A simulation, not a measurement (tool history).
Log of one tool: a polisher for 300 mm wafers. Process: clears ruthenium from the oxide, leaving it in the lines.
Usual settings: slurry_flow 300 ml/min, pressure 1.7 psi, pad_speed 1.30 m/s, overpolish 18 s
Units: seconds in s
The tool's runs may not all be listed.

| run | hour | slurry_flow | pressure | pad_speed | overpolish | incoming thickness of the incoming film, nm | seconds |
|---|---|---|---|---|---|---|---|
| 1 | 0.0 | 300 | 1.7 | 1.30 | 18 | 98.0 | 73.9 |
| 2 | 10.2 | 300 | 1.7 | 1.30 | 18 | 99.6 | 76.9 |
| 3 | 16.3 | 325 | 1.8 | 1.30 | 18 | 100.1 | 69.2 |
| 4 | 29.5 | 325 | 1.8 | 1.30 | 18 | 102.3 | 72.1 |
| 5 | 45.5 | 300 | 1.7 | 1.30 | 18 | 99.6 | 77.0 |
| 6 | 53.0 | 300 | 1.7 | 1.30 | 18 | 98.4 | 74.5 |
| 7 | 70.5 | 300 | 1.7 | 1.30 | 18 | 98.4 | 74.3 |
| 8 | 83.0 | 300 | 1.7 | 1.30 | 18 | 99.6 | 74.4 |
| 9 | 90.5 | 300 | 1.7 | 1.30 | 13 | 101.8 | 76.6 |
| 10 | 102.5 | 300 | 1.7 | 1.30 | 18 | 98.9 | 75.2 |
| 11 | 117.4 | 300 | 1.7 | 1.30 | 18 | 99.1 | 74.9 |
| 12 | 125.2 | 300 | 1.7 | 1.30 | 18 | 99.4 | 83.4 |
| 13 | 138.5 | 300 | 1.5 | 1.30 | 18 | 101.1 | 95.1 |
| 14 | 146.5 | 300 | 1.7 | 1.30 | 18 | 100.9 | 83.2 |
| 15 | 159.0 | 300 | 1.7 | 1.30 | 11 | 100.9 | 81.2 |
| 16 | 164.5 | 300 | 1.7 | 1.30 | 18 | 101.5 | 81.0 |
| 17 | 176.1 | 340 | 2.1 | 1.58 | 18 | 98.7 | 56.9 |
| 18 | 194.0 | 340 | 2.1 | 1.30 | 14 | 98.5 | 63.9 |
| 19 | 210.2 | 300 | 2.1 | 0.86 | 18 | 98.8 | 79.7 |
| 20 | 218.3 | 300 | 1.7 | 1.30 | 18 | 100.2 | 79.8 |
| 21 | 232.8 | 195 | 1.7 | 1.30 | 18 | 98.4 | 84.0 |
| 22 | 239.4 | 265 | 1.7 | 1.02 | 28 | 99.0 | 88.3 |
| 23 | 271.9 | 300 | 1.9 | 1.30 | 18 | 98.4 | 68.9 |
| 24 | 288.6 | 340 | 2.1 | 1.58 | 18 | 99.2 | 56.7 |
| 25 | 299.8 | 340 | 2.1 | 1.30 | 14 | 98.7 | 61.1 |
| 26 | 312.3 | 225 | 1.3 | 1.56 | 12 | 99.8 | 94.4 |
| 27 | 316.2 | 300 | 2.0 | 1.76 | 29 | 98.2 | 51.8 |
| 28 | 333.5 | 300 | 1.2 | 1.30 | 27 | 99.0 | 107.0 |
| 29 | 345.6 | 300 | 1.7 | 1.30 | 18 | 100.8 | 77.6 |
| 30 | 361.7 | 380 | 1.7 | 1.30 | 12 | 100.8 | 75.9 |
| 31 | 376.0 | 220 | 2.2 | 1.44 | 18 | 99.1 | 57.5 |
| 32 | 386.2 | 300 | 1.9 | 1.30 | 27 | 99.7 | 67.0 |

Not shown: 5 entries that the log had between the listed runs. Between which runs, and how does the tool's hidden state differ before and after?
Between runs 1 and 2: worn pad replaced by a new one (hour 2.7)
  deviation of the head's pressure from its setpoint, %: 10.4 -> 10.5
  measured less the result without the state, seconds: -7.7 -> -8.1 s
Between runs 11 and 12: head pressure recalibrated (hour 124.0)
  deviation of the head's pressure from its setpoint, %: 11.3 -> 0.369
  measured less the result without the state, seconds: -8.4 -> -0.3 s
Between runs 14 and 15: worn pad replaced by a new one (hour 158.5)
  deviation of the head's pressure from its setpoint, %: 1.75 -> 2.49
  measured less the result without the state, seconds: -1.5 -> -2.0 s
Between runs 23 and 24: slurry nozzle cleaned (hour 282.6)
  deviation of the head's pressure from its setpoint, %: 7.29 -> 7.78
  measured less the result without the state, seconds: -5.0 -> -4.4 s
Between runs 25 and 26: worn pad replaced by a new one (hour 311.8)
  deviation of the head's pressure from its setpoint, %: 8.09 -> 8.41
  measured less the result without the state, seconds: -4.9 -> -8.0 s
